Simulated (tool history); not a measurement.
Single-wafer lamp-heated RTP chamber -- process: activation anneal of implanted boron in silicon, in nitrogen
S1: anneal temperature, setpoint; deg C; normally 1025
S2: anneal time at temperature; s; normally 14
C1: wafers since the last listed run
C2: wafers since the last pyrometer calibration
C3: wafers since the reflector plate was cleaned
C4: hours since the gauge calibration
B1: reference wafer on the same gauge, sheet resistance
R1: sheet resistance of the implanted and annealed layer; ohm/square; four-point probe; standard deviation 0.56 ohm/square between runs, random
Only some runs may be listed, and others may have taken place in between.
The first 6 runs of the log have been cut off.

run   hour    S1  S2   C1    C2    C3     C4      B1      R1
  7  188.7  1025  14  598   870  2197  451.6  392.97  372.19
  8  219.6  1025  14  523  1394  2721  482.5  393.18  370.71
  9  245.3  1025  14  435  1830  3157  508.2  393.15  370.81
 10  278.7  1025  10  566  2396  3723  541.6  393.07  372.01
     310.8  -- gauge calibrated
 11  311.0  1035  14  547  2944  4271    0.2  393.04  370.11
 12  342.2  1042  14  528  3473  4800   31.4  392.99  371.13
 13  355.6  1042  14  227  3700  5027   44.8  393.13  370.32
 14  376.1  1042  14  347  4048  5375   65.3  393.01  369.84
 15  409.3  1025  16  562  4611  5937   98.5  393.15  370.42
 16  427.5  1025  14  308  4919  6246  116.7  392.96  372.21
     458.2  -- pyrometer window cleaned and pyrometer calibrated
 17  458.7  1025  14  393     9  6639  147.9  392.75  371.94
 18  470.9  1035  12  206   216  6846  160.1  393.03  371.47
 19  489.3  1046   7  311   528  7158  178.5  392.91  370.48
     523.0  -- reflector plate cleaned
 20  523.5  1025   9  444   972     8  212.7  392.95  371.50
 21  546.3  1053  21  386  1358   395  235.5  392.81  368.61
 22  569.9  1003   6  400  1759   795  259.1  392.90  377.93
 23  589.6  1037  14  334  2093  1129  278.8  393.12  370.24
 24  622.9  1012  14  564  2657  1693  312.1  393.07  372.64
 25  635.3  1025  14  210  2867  1904  324.5  393.07  370.69
 26  655.0  1053  10  334  3201  2238  344.2  392.98  369.31
 27  687.0  1025  14  542  3744  2780  376.2  393.00  370.67
 28  712.0  1009  19  423  4168  3204  401.2  393.11  372.38

What will run 29 give?
 29  730.3  1046   7  310  4478  3514  419.5   ?   ?

{"run 29": {"B1": 392.89, "R1": 370.69}}
On a tool with no hidden condition, and with the same random variation, this run would have come out at R1 370.69 ohm/square.
